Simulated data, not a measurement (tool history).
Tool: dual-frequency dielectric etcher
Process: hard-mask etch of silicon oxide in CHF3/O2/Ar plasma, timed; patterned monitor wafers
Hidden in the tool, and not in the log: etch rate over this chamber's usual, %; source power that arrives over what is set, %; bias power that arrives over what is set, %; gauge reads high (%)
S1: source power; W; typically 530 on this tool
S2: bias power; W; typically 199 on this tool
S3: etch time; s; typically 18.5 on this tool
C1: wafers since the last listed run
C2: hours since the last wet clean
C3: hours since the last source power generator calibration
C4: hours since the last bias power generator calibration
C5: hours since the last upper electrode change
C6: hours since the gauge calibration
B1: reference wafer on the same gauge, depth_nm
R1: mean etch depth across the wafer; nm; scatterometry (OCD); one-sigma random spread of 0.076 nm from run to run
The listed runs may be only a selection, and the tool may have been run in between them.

run   hour   S1   S2    S3   C1     C2      C3      C4      C5     C6     B1     R1
  1      0  530  209  18.5    0  573.6  3265.2  3113.5  4031.6  238.6   32.9  34.46
  2    7.3  530  209  18.5  127  580.9  3272.5  3120.8  4038.9  245.9   32.9   34.4
  3   24.6  530  199  18.5  301  598.2  3289.8  3138.1  4056.2  263.2  32.92  33.49
  4   38.9  530  199  18.5  248  612.5  3304.1  3152.4  4070.5  277.5   32.9  33.75
  5   47.5  530  199  18.5  149  621.1  3312.7    3161  4079.1  286.1  32.89  33.75
  6   55.7  530  199  18.5  142  629.3  3320.9  3169.2  4087.3  294.3  32.91  33.61
  7   67.5  530  199  18.5  205  641.1  3332.7    3181  4099.1  306.1  32.88   33.6
      98.3  -- upper electrode replaced, of another model than before
     111.5  -- wet clean of the chamber
  8    112  530  199  18.5  125    0.5  3377.2  3225.5    13.7  350.6  32.91  34.33
  9  112.4  630  199    16    6    0.9  3377.6  3225.9    14.1    351  32.89  34.36
 10  112.7  650  221    20    5    1.2  3377.9  3226.2    14.4  351.3   32.9  47.88
 11    115  650  234  18.5   40    3.5  3380.2  3228.5    16.7  353.6  32.88  45.82
 12  127.3  530  199  18.5  214   15.8  3392.5  3240.8      29  365.9  32.89  34.38
     153.1  -- bias power generator calibrated
 13  179.8  400  244    14  844   68.3    3445    26.7    81.5  418.4  32.92  20.96
 14  192.8  600  167  15.5  226   81.3    3458    39.7    94.5  431.4  32.88  27.36
 15  200.1  530  215  18.5  127   88.6  3465.3      47   101.8  438.7  32.92  36.49
 16  212.1  530  180  18.5  208  100.6  3477.3      59   113.8  450.7   32.9  31.65
 17    226  530  199  18.5  241  114.5  3491.2    72.9   127.7  464.6  32.91  34.23
     235.3  -- source power generator calibrated
 18  236.4  530  199  14.5  111  124.9     1.1    83.3   138.1    475   32.9  26.88
     241.7  -- gauge calibrated
 19  254.3  530  241  18.5  311  142.8      19   101.2     156   12.6  32.88  39.62
 20    271  600  167  15.5  290  159.5    35.7   117.9   172.7   29.3   32.9   27.4
 21  284.2  530  199    23  229  172.7    48.9   131.1   185.9   42.5  32.89  42.55
 22  301.5  650  160    21  301    190    66.2   148.4   203.2   59.8  32.91   37.9
 23    317  530  199  18.5  269  205.5    81.7   163.9   218.7   75.3  32.91  34.09
 24  327.1  630  235  14.5  175  215.6    91.8     174   228.8   85.4  32.89  35.09
 25  344.4  530  199  14.5  301  232.9   109.1   191.3   246.1  102.7  32.91  26.78
 26  355.8  470  199  18.5  198  244.3   120.5   202.7   257.5  114.1  32.91  30.04
 27  371.3  440  158  18.5  269  259.8     136   218.2     273  129.6  32.89  22.25
 28  384.9  480  232    13  236  273.4   149.6   231.8   286.6  143.2  32.91  24.46
 29  398.7  610  242  15.5  240  287.2   163.4   245.6   300.4    157  32.91  37.17
 30  414.8  470  199    16  280  303.3   179.5   261.7   316.5  173.1  32.89   26.1

What was the tool's hidden state at every run in the log?
source power that arrives over what is set, %: 0 in every run
bias power that arrives over what is set, %: 0 in every run
gauge reads high (%): 0 in every run
H1: etch rate over this chamber's usual, %
run      H1
  1   -2.05
  2   -2.08
  3   -2.14
  4   -2.19
  5   -2.22
  6   -2.24
  7   -2.28
  8  0.0811
  9  0.0797
 10  0.0787
 11  0.0708
 12  0.0285
 13  -0.152
 14  -0.197
 15  -0.222
 16  -0.263
 17  -0.311
 18  -0.347
 19  -0.408
 20  -0.466
 21  -0.511
 22  -0.571
 23  -0.624
 24  -0.659
 25  -0.718
 26  -0.757
 27  -0.811
 28  -0.857
 29  -0.905
 30   -0.96
